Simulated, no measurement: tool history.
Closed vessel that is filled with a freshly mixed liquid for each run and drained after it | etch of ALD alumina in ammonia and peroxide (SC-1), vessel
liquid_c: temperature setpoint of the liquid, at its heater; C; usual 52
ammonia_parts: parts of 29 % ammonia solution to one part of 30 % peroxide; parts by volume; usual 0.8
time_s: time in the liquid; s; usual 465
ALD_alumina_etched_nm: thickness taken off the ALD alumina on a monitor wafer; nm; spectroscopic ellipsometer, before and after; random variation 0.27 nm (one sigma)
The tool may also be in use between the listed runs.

run   hour  liquid_c  ammonia_parts  time_s  read-back film thickness of the ALD alumina reference wafer, read on the same gauge (nm)  ALD_alumina_etched_nm
  1      0        52            0.6     465                                                                                     70.01                  25.28
  2   92.3        52            0.6     465                                                                                     70.02                  24.88
  3  127.5        52            0.8     605                                                                                     69.99                  32.11
  4  150.7        52            0.8     560                                                                                     70.01                  30.22
     153.8  -- thermometer replaced
  5  174.5        52            0.8     560                                                                                     69.99                  33.27
  6  199.2        52            0.8     560                                                                                     69.98                  33.74
     203.5  -- new drum of ammonia solution connected
  7    218        52            0.7     465                                                                                        70                  27.56
     250.5  -- ammonia flow meter replaced
  8  262.4      42.5            0.8     465                                                                                        70                  16.12
  9  279.7        56           0.45     250                                                                                     70.01                  17.28
 10  310.5        52            0.8     715                                                                                     69.99                  41.56
 11  329.6        52            0.8     465                                                                                     69.99                  26.88
     332.5  -- gauge calibrated
 12  354.5        57            0.7     335                                                                                     69.97                  25.22
 13  372.1        49            0.8     215                                                                                        70                  10.48
 14  399.7        60            0.8     465                                                                                     70.02                  40.82
 15  417.8      55.5            1.1     570                                                                                     69.98                  41.05

Measured less the same run without the tool's hidden state. The same run-to-run variation is in both; the gauge's scatter may not be:
The hidden state here: liquid colder than its thermometer reads (K); ammonia flow above the setpoint (%); ammonia solution weaker than its label (%); gauge reads high (%).
run  ALD_alumina_etched_nm
  1                  -2.53
  2                  -2.95
  3                  -4.02
  4                  -3.93
  5                  -0.61
  6                  -0.76
  7                  -0.71
  8                  -0.58
  9                  -0.62
 10                  -1.78
 11                  -1.24
 12                  -1.23
 13                  -0.58
 14                  -2.29
 15                  -2.52

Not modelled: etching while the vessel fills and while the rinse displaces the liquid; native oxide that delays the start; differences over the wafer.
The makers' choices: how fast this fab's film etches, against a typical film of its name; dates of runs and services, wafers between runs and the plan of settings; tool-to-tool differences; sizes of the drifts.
